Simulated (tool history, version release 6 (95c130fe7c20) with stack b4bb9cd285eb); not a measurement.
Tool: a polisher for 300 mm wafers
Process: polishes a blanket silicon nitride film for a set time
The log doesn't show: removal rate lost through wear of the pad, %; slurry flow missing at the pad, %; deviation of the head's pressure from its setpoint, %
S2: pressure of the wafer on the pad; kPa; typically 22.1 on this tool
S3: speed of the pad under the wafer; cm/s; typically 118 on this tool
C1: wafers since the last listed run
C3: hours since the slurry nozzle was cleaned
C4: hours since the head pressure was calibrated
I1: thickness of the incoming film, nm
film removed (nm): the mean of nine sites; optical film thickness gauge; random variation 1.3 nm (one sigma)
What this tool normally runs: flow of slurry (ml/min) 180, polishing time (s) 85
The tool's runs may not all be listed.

Run 1, hour 0.0: usual settings; C1 0; wafers polished on this pad 1763; C3 473.7; C4 22.5; I1 487.0. Result: film removed (nm) 142.0.
Run 2, hour 99.5: usual settings; C1 1296; wafers polished on this pad 3060; C3 573.2; C4 122.0; I1 494.3. Result: film removed (nm) 139.9.
At hour 157.1: worn pad replaced by a new one.
Run 3, hour 174.9: usual settings but S2 27.6 kPa; C1 930; wafers polished on this pad 232; C3 648.6; C4 197.4; I1 487.9. Result: film removed (nm) 178.5.
Run 4, hour 241.3: usual settings; C1 865; wafers polished on this pad 1097; C3 715.0; C4 263.8; I1 487.5. Result: film removed (nm) 142.4.
At hour 274.4: slurry nozzle cleaned.
Run 5, hour 300.3: usual settings; C1 755; wafers polished on this pad 1852; C3 25.9; C4 322.8; I1 496.8. Result: film removed (nm) 152.9.
At hour 302.6: head pressure recalibrated.
Run 6, hour 373.0: usual settings; C1 921; wafers polished on this pad 2773; C3 98.6; C4 70.4; I1 497.6. Result: film removed (nm) 148.8.
Run 7, hour 475.2: usual settings; C1 1331; wafers polished on this pad 4105; C3 200.8; C4 172.6; I1 496.5. Result: film removed (nm) 145.9.
At hour 524.3: worn pad replaced by a new one.
Run 8, hour 556.3: usual settings; C1 1004; wafers polished on this pad 416; C3 281.9; C4 253.7; I1 496.2. Result: film removed (nm) 148.4.
Run 9, hour 655.6: usual settings; C1 1293; wafers polished on this pad 1710; C3 381.2; C4 353.0; I1 495.1. Result: film removed (nm) 145.0.
At hour 671.4: head pressure recalibrated.
Run 10, hour 726.2: usual settings but polishing time (s) 96; C1 893; wafers polished on this pad 2604; C3 451.8; C4 54.8; I1 496.3. Result: film removed (nm) 161.0.
Run 11, hour 771.0: usual settings but polishing time (s) 96; C1 583; wafers polished on this pad 3187; C3 496.6; C4 99.6; I1 488.3. Result: film removed (nm) 160.6.
Run 12, hour 810.1: usual settings; C1 509; wafers polished on this pad 3697; C3 535.7; C4 138.7; I1 491.0. Result: film removed (nm) 142.2.
Run 13, hour 853.6: usual settings; C1 566; wafers polished on this pad 4263; C3 579.2; C4 182.2; I1 492.6. Result: film removed (nm) 140.0.
At hour 881.8: worn pad replaced by a new one.
Run 14, hour 928.4: usual settings but flow of slurry (ml/min) 195, S2 19.3 kPa, S3 136 cm/s; C1 922; wafers polished on this pad 606; C3 654.0; C4 257.0; I1 497.7. Result: film removed (nm) 147.2.
Run 15, hour 998.5: usual settings but S3 98 cm/s; C1 913; wafers polished on this pad 1520; C3 724.1; C4 327.1; I1 491.8. Result: film removed (nm) 124.8.
At hour 1037.6: head pressure recalibrated.
Run 16, hour 1072.2: usual settings but flow of slurry (ml/min) 155; C1 934; wafers polished on this pad 2454; C3 797.8; C4 34.6; I1 482.5. Result: film removed (nm) 135.9.
At hour 1153.3: slurry nozzle cleaned.
Run 17, hour 1156.7: usual settings; C1 1087; wafers polished on this pad 3541; C3 3.4; C4 119.1; I1 496.2. Result: film removed (nm) 149.0.
At hour 1242.4: worn pad replaced by a new one.
Run 18, hour 1256.3: usual settings but polishing time (s) 99; C1 1245; wafers polished on this pad 181; C3 103.0; C4 218.7; I1 495.6. Result: film removed (nm) 179.8.
Run 19, hour 1301.1: usual settings but S3 106 cm/s; C1 583; wafers polished on this pad 765; C3 147.8; C4 263.5; I1 486.9. Result: film removed (nm) 140.2.
Run 20, hour 1352.8: usual settings but flow of slurry (ml/min) 220, S3 78 cm/s; C1 673; wafers polished on this pad 1438; C3 199.5; C4 315.2; I1 495.9. Result: film removed (nm) 110.2.
Run 21, hour 1405.4: usual settings; C1 685; wafers polished on this pad 2123; C3 252.1; C4 367.8; I1 491.3. Result: film removed (nm) 147.5.
At hour 1437.1: head pressure recalibrated.
Run 22, hour 1454.0: usual settings but flow of slurry (ml/min) 155, S2 16.5 kPa, S3 108 cm/s, polishing time (s) 71; C1 607; wafers polished on this pad 2730; C3 300.7; C4 16.9; I1 489.3. Result: film removed (nm) 83.6.
Run 23, hour 1509.2: usual settings but flow of slurry (ml/min) 200; C1 719; wafers polished on this pad 3449; C3 355.9; C4 72.1; I1 494.2. Result: film removed (nm) 146.0.
At hour 1573.2: worn pad replaced by a new one.
Run 24, hour 1590.6: usual settings but flow of slurry (ml/min) 140, S3 130 cm/s, polishing time (s) 69; C1 1008; wafers polished on this pad 226; C3 437.3; C4 153.5; I1 489.7. Result: film removed (nm) 124.8.
Run 25, hour 1683.7: usual settings but S2 25.5 kPa, S3 90 cm/s, polishing time (s) 74; C1 1212; wafers polished on this pad 1439; C3 530.4; C4 246.6; I1 491.6. Result: film removed (nm) 117.2.

Below, each run's measurement less what the same run would have read without the hidden state. Both values contain the same run-to-run variation, but the gauge's scatter may not be the same in both:
run  film removed (nm)
  1              -15.6
  2              -17.5
  3              -15.8
  4              -15.8
  5               -6.9
  6               -9.6
  7              -12.2
  8               -9.1
  9              -13.6
 10              -17.1
 11              -17.9
 12              -16.4
 13              -16.6
 14              -11.6
 15              -12.7
 16              -16.9
 17               -8.0
 18               -5.2
 19               -7.0
 20               -6.8
 21              -12.1
 22               -8.2
 23              -13.7
 24              -10.0
 25              -10.9

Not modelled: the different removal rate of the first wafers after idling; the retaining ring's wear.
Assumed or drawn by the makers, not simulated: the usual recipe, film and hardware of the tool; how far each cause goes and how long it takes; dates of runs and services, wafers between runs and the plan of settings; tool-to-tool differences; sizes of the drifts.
